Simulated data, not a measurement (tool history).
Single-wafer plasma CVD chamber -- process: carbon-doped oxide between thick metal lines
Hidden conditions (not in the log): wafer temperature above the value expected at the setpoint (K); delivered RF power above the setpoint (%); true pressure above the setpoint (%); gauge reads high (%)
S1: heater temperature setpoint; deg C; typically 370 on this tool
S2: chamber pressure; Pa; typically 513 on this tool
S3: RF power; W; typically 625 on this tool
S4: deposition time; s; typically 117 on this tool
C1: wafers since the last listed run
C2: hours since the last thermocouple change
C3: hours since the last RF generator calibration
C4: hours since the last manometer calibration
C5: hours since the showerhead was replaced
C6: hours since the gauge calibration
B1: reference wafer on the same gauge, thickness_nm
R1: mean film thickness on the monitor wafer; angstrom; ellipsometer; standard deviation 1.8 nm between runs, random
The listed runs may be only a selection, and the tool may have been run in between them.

run,hour,S1,S2,S3,S4,C1,C2,C3,C4,C5,C6,B1,R1
1,0,370,513,625,125,0,974.5,1722.9,1593.2,2755.4,99.7,700.961,6700.48
2,14.2,370,513,625,125,124,988.7,1737.1,1607.4,2769.6,113.9,700.482,6685.13
3,22,370,513,625,125,68,996.5,1744.9,1615.2,2777.4,121.7,700.894,6681.44
4,30.1,370,513,625,101,70,1004.6,1753,1623.3,2785.5,129.8,701.08,5392.53
5,37,370,513,625,117,60,1011.5,1759.9,1630.2,2792.4,136.7,700.507,6269.34
6,64.5,377,513,565,117,240,1039,1787.4,1657.7,2819.9,164.2,701.952,5747.83
7,78.6,377,513,565,117,123,1053.1,1801.5,1671.8,2834,178.3,700.691,5757.94
# hour 91.6: showerhead replaced
8,92.1,370,513,625,117,48,1066.6,1815,1685.3,0.5,191.8,701.361,6244.67
# hour 103.7: RF generator calibrated
9,104.2,370,513,625,117,35,1078.7,0.5,1697.4,12.6,203.9,700.628,6613.19
10,108.8,370,513,625,117,40,1083.3,5.1,1702,17.2,208.5,700.983,6613.72
11,116.7,370,513,625,117,69,1091.2,13,1709.9,25.1,216.4,701.199,6593.85
12,125.1,377,513,565,117,73,1099.6,21.4,1718.3,33.5,224.8,701.085,6080.32
# hour 130.4: gauge calibrated
13,139.9,357,513,625,117,129,1114.4,36.2,1733.1,48.3,9.5,701.722,6845.72
14,148.1,370,636,675,132,71,1122.6,44.4,1741.3,56.5,17.7,700.925,7989.22
15,161.3,370,513,625,117,115,1135.8,57.6,1754.5,69.7,30.9,700.8,6600.08
16,170,360,401,665,110,76,1144.5,66.3,1763.2,78.4,39.6,701.136,6495.33
# hour 190.2: thermocouple changed; heater temperature recalibrated
# hour 198.2: capacitance manometer re-zeroed and calibrated
17,202.8,370,461,625,96,146,12.6,99.1,4.6,111.2,72.4,700.617,5360.34
18,239.5,370,513,625,117,321,49.3,135.8,41.3,147.9,109.1,701.164,6564.24
19,245.6,370,385,625,96,53,55.4,141.9,47.4,154,115.2,701.958,5288.17
20,255.3,370,589,680,117,84,65.1,151.6,57.1,163.7,124.9,701.431,7024.65
21,288.1,370,568,625,117,286,97.9,184.4,89.9,196.5,157.7,701.165,6642.52
22,295.2,370,513,625,117,62,105,191.5,97,203.6,164.8,700.693,6571.76
23,302.8,370,513,585,100,66,112.6,199.1,104.6,211.2,172.4,700.577,5380.58
24,320.8,382,513,625,137,157,130.6,217.1,122.6,229.2,190.4,701.218,7495.98
25,328.9,370,421,500,117,70,138.7,225.2,130.7,237.3,198.5,700.832,5552.84
26,346.2,370,513,625,117,151,156,242.5,148,254.6,215.8,701.029,6548.2
27,359.4,382,597,690,139,115,169.2,255.7,161.2,267.8,229,701.958,8160.62

Some steps in R1 between neighbouring runs. How much of each would the tool show without its hidden state too (settings, what came in, random variation), and how much is left for the hidden state, with any gauge scatter that isn't in both results?
Run 3 -> 4: S4 125 -> 101. R1 -1288.91 angstrom: hidden state +72.53, all else -1361.44.
Run 8 -> 9: RF generator calibrated. R1 +368.52 angstrom: hidden state +360.03, all else +8.49.
Run 23 -> 24: S1 370 -> 382, S3 585 -> 625, S4 100 -> 137. R1 +2115.4 angstrom: hidden state -21.78, all else +2137.18.
Run 24 -> 25: S1 382 -> 370, S2 513 -> 421, S3 625 -> 500, S4 137 -> 117. R1 -1943.14 angstrom: hidden state +13.06, all else -1956.2.
